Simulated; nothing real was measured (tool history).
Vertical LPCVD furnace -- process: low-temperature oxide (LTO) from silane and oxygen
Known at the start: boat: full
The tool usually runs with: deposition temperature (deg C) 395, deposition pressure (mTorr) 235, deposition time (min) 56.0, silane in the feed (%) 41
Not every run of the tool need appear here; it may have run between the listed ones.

| run | hour | deposition temperature (deg C) | deposition pressure (mTorr) | deposition time (min) | silane in the feed (%) | wafers since the last listed run | hours since the last temperature calibration | hours since the pressure gauge was zeroed | hours since the silane flow controller was replaced | hours since the gauge calibration | read-back reference wafer on the same gauge, thickness | film thickness on the monitor wafer in the middle of the boat (angstrom) |
|---|---|---|---|---|---|---|---|---|---|---|---|---|
| 1 | 0.0 | 395 | 235 | 56.0 | 41 | 0 | 281.0 | 0.5 | 5055.2 | 1059.7 | 473.03 | 5579.6 |
| 2 | 35.2 | 395 | 235 | 56.0 | 41 | 545 | 316.2 | 35.7 | 5090.4 | 1094.9 | 473.01 | 5546.4 |
| 3 | 107.3 | 395 | 235 | 56.0 | 41 | 1117 | 388.3 | 107.8 | 5162.5 | 1167.0 | 472.87 | 5535.0 |
| 4 | 166.8 | 386 | 235 | 56.0 | 41 | 922 | 447.8 | 167.3 | 5222.0 | 1226.5 | 472.89 | 5001.5 |
| 5 | 224.5 | 386 | 235 | 56.0 | 41 | 894 | 505.5 | 225.0 | 5279.7 | 1284.2 | 472.87 | 4992.8 |
|  | 255.9 | silane flow controller replaced |
| 6 | 318.0 | 391 | 235 | 56.0 | 41 | 1077 | 599.0 | 318.5 | 62.1 | 1377.7 | 473.07 | 5552.6 |
| 7 | 417.0 | 395 | 235 | 56.0 | 41 | 1535 | 698.0 | 417.5 | 161.1 | 1476.7 | 472.89 | 5768.2 |
| 8 | 542.4 | 395 | 235 | 56.0 | 41 | 1944 | 823.4 | 542.9 | 286.5 | 1602.1 | 472.78 | 5769.5 |
| 9 | 581.9 | 395 | 235 | 56.0 | 41 | 612 | 862.9 | 582.4 | 326.0 | 1641.6 | 472.82 | 5763.4 |
| 10 | 667.5 | 395 | 235 | 56.0 | 41 | 1327 | 948.5 | 668.0 | 411.6 | 1727.2 | 473.16 | 5763.9 |
| 11 | 728.6 | 395 | 235 | 56.0 | 41 | 947 | 1009.6 | 729.1 | 472.7 | 1788.3 | 473.00 | 5730.0 |
| 12 | 836.3 | 395 | 235 | 56.0 | 39 | 1669 | 1117.3 | 836.8 | 580.4 | 1896.0 | 472.72 | 5392.6 |
| 13 | 938.2 | 398 | 295 | 63.0 | 36 | 1580 | 1219.2 | 938.7 | 682.3 | 1997.9 | 472.92 | 7090.0 |
| 14 | 977.2 | 404 | 195 | 34.5 | 46 | 604 | 1258.2 | 977.7 | 721.3 | 2036.9 | 472.85 | 3645.2 |
| 15 | 1068.7 | 395 | 235 | 56.0 | 33 | 1418 | 1349.7 | 1069.2 | 812.8 | 2128.4 | 473.13 | 4307.4 |
| 16 | 1172.6 | 395 | 285 | 34.0 | 47 | 1611 | 1453.6 | 1173.1 | 916.7 | 2232.3 | 473.23 | 4872.7 |
| 17 | 1271.1 | 395 | 235 | 56.0 | 41 | 1527 | 1552.1 | 1271.6 | 1015.2 | 2330.8 | 473.08 | 5697.1 |
|  | 1290.3 | gauge calibrated |
|  | 1358.2 | thermocouples replaced and temperature profile calibrated |
| 18 | 1373.7 | 395 | 235 | 74.5 | 41 | 1218 | 15.5 | 1374.2 | 1117.8 | 83.4 | 473.25 | 7584.6 |
| 19 | 1450.3 | 399 | 295 | 44.0 | 41 | 1187 | 92.1 | 1450.8 | 1194.4 | 160.0 | 472.94 | 5841.9 |
| 20 | 1527.4 | 403 | 235 | 56.0 | 34 | 1195 | 169.2 | 1527.9 | 1271.5 | 237.1 | 473.25 | 4861.2 |
| 21 | 1615.6 | 395 | 235 | 56.0 | 41 | 1367 | 257.4 | 1616.1 | 1359.7 | 325.3 | 473.15 | 5663.1 |
| 22 | 1716.1 | 395 | 190 | 56.0 | 36 | 1558 | 357.9 | 1716.6 | 1460.2 | 425.8 | 473.02 | 3864.3 |
| 23 | 1766.2 | 391 | 250 | 47.5 | 45 | 776 | 408.0 | 1766.7 | 1510.3 | 475.9 | 472.86 | 5448.3 |
| 24 | 1807.8 | 386 | 290 | 44.5 | 41 | 645 | 449.6 | 1808.3 | 1551.9 | 517.5 | 472.96 | 5001.3 |
| 25 | 1851.5 | 395 | 235 | 56.0 | 41 | 677 | 493.3 | 1852.0 | 1595.6 | 561.2 | 472.85 | 5662.7 |
| 26 | 1892.8 | 387 | 285 | 56.0 | 38 | 640 | 534.6 | 1893.3 | 1636.9 | 602.5 | 472.87 | 5670.9 |
| 27 | 1978.5 | 395 | 210 | 34.5 | 41 | 1328 | 620.3 | 1979.0 | 1722.6 | 688.2 | 472.55 | 3113.3 |
| 28 | 2078.4 | 395 | 235 | 67.0 | 49 | 1549 | 720.2 | 2078.9 | 1822.5 | 788.1 | 473.18 | 8228.4 |
| 29 | 2169.8 | 395 | 255 | 78.0 | 41 | 1417 | 811.6 | 2170.3 | 1913.9 | 879.5 | 473.09 | 8529.7 |
| 30 | 2269.4 | 395 | 250 | 56.0 | 41 | 1544 | 911.2 | 2269.9 | 2013.5 | 979.1 | 472.93 | 5975.3 |

5 options for the next run, each taken on its own from the tool as it stands now. Forecast them:
| A | 2275.1 | 395 | 235 | 56.0 | 41 | 88 | 916.9 | 2275.6 | 2019.2 | 984.8 | ? | ? |
| B | 2275.1 | 395 | 235 | 56.0 | 36 | 88 | 916.9 | 2275.6 | 2019.2 | 984.8 | ? | ? |
| C | 2275.1 | 395 | 270 | 37.5 | 36 | 88 | 916.9 | 2275.6 | 2019.2 | 984.8 | ? | ? |
| D | 2275.1 | 395 | 195 | 77.5 | 34 | 88 | 916.9 | 2275.6 | 2019.2 | 984.8 | ? | ? |
| E | 2275.1 | 401 | 215 | 71.0 | 35 | 88 | 916.9 | 2275.6 | 2019.2 | 984.8 | ? | ? |

| run | read-back reference wafer on the same gauge, thickness | film thickness on the monitor wafer in the middle of the boat (angstrom) |
|---|---|---|
| A | 473.31 | 5648.3 |
| B | 473.31 | 4771.6 |
| C | 473.31 | 3671.2 |
| D | 473.31 | 5060.8 |
| E | 473.31 | 5708.8 |
Without the tool's hidden state the same runs would have given:
| run | film thickness on the monitor wafer in the middle of the boat (angstrom) |
|---|---|
| A | 5798.3 |
| B | 4926.0 |
| C | 3789.9 |
| D | 5236.5 |
| E | 5897.5 |
